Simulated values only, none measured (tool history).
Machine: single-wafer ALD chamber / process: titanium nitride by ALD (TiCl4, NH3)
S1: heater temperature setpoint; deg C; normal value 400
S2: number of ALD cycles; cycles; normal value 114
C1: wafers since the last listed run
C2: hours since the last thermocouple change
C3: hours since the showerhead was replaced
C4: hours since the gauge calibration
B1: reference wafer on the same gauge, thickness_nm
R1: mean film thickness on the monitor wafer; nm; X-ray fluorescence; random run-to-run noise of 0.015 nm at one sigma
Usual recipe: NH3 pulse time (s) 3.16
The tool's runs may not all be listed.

Run 1, hour 0: usual settings but S1 409 deg C, S2 130 cycles; C1 0; C2 1331.3; C3 5813.9; C4 493.2; B1 2.293. Result: R1 3.067 nm.
Run 2, hour 107.9: usual settings but S1 409 deg C, S2 130 cycles; C1 244; C2 1439.2; C3 5921.8; C4 601.1; B1 2.289. Result: R1 3.067 nm.
Run 3, hour 156.4: usual settings; C1 109; C2 1487.7; C3 5970.3; C4 649.6; B1 2.289. Result: R1 2.676 nm.
Run 4, hour 224.1: usual settings; C1 153; C2 1555.4; C3 6038; C4 717.3; B1 2.287. Result: R1 2.7 nm.
Run 5, hour 284.2: usual settings; C1 136; C2 1615.5; C3 6098.1; C4 777.4; B1 2.29. Result: R1 2.713 nm.
At hour 324.6: gauge calibrated.
Run 6, hour 341.7: usual settings but S2 105 cycles; C1 130; C2 1673; C3 6155.6; C4 17.1; B1 2.284. Result: R1 2.477 nm.
Run 7, hour 378.8: usual settings but NH3 pulse time (s) 2.76; C1 83; C2 1710.1; C3 6192.7; C4 54.2; B1 2.291. Result: R1 2.697 nm.
Run 8, hour 423.1: usual settings; C1 100; C2 1754.4; C3 6237; C4 98.5; B1 2.288. Result: R1 2.678 nm.
Run 9, hour 506.3: usual settings but S1 411 deg C, S2 130 cycles, NH3 pulse time (s) 2.55; C1 188; C2 1837.6; C3 6320.2; C4 181.7; B1 2.292. Result: R1 3.042 nm.
At hour 551.4: thermocouple changed; heater temperature recalibrated.
Run 10, hour 609.2: usual settings but S2 93 cycles; C1 214; C2 57.8; C3 6423.1; C4 284.6; B1 2.289. Result: R1 2.204 nm.
Run 11, hour 656.4: usual settings but S1 413 deg C, S2 130 cycles, NH3 pulse time (s) 2.62; C1 106; C2 105; C3 6470.3; C4 331.8; B1 2.288. Result: R1 3.063 nm.
At hour 667.3: showerhead replaced.
Run 12, hour 733.6: usual settings but S2 121 cycles, NH3 pulse time (s) 4.18; C1 156; C2 182.2; C3 66.3; C4 409; B1 2.287. Result: R1 2.878 nm.
Run 13, hour 794.9: usual settings but S2 124 cycles, NH3 pulse time (s) 3.71; C1 138; C2 243.5; C3 127.6; C4 470.3; B1 2.289. Result: R1 2.961 nm.
Run 14, hour 868.6: usual settings but S1 404 deg C, S2 132 cycles, NH3 pulse time (s) 3.93; C1 166; C2 317.2; C3 201.3; C4 544; B1 2.284. Result: R1 3.124 nm.

Below are 3 alternative next runs, each starting from the tool's condition after run 14. Predict each:
Run A, hour 869.3: usual settings but S1 390 deg C; C1 1; C2 317.9; C3 202; C4 544.7; B1 ?. Result: R1 ?.
Run B, hour 869.3: usual settings but NH3 pulse time (s) 1.95; C1 1; C2 317.9; C3 202; C4 544.7; B1 ?. Result: R1 ?.
Run C, hour 869.3: usual settings but S1 389 deg C, S2 132 cycles, NH3 pulse time (s) 1.93; C1 1; C2 317.9; C3 202; C4 544.7; B1 ?. Result: R1 ?.

run     B1     R1
  A  2.295  2.655
  B  2.295  2.634
  C  2.295  3.015
Take away the tool's hidden state, keep each run's random variation, and the runs would have read:
run     R1
  A  2.655
  B  2.634
  C  3.015

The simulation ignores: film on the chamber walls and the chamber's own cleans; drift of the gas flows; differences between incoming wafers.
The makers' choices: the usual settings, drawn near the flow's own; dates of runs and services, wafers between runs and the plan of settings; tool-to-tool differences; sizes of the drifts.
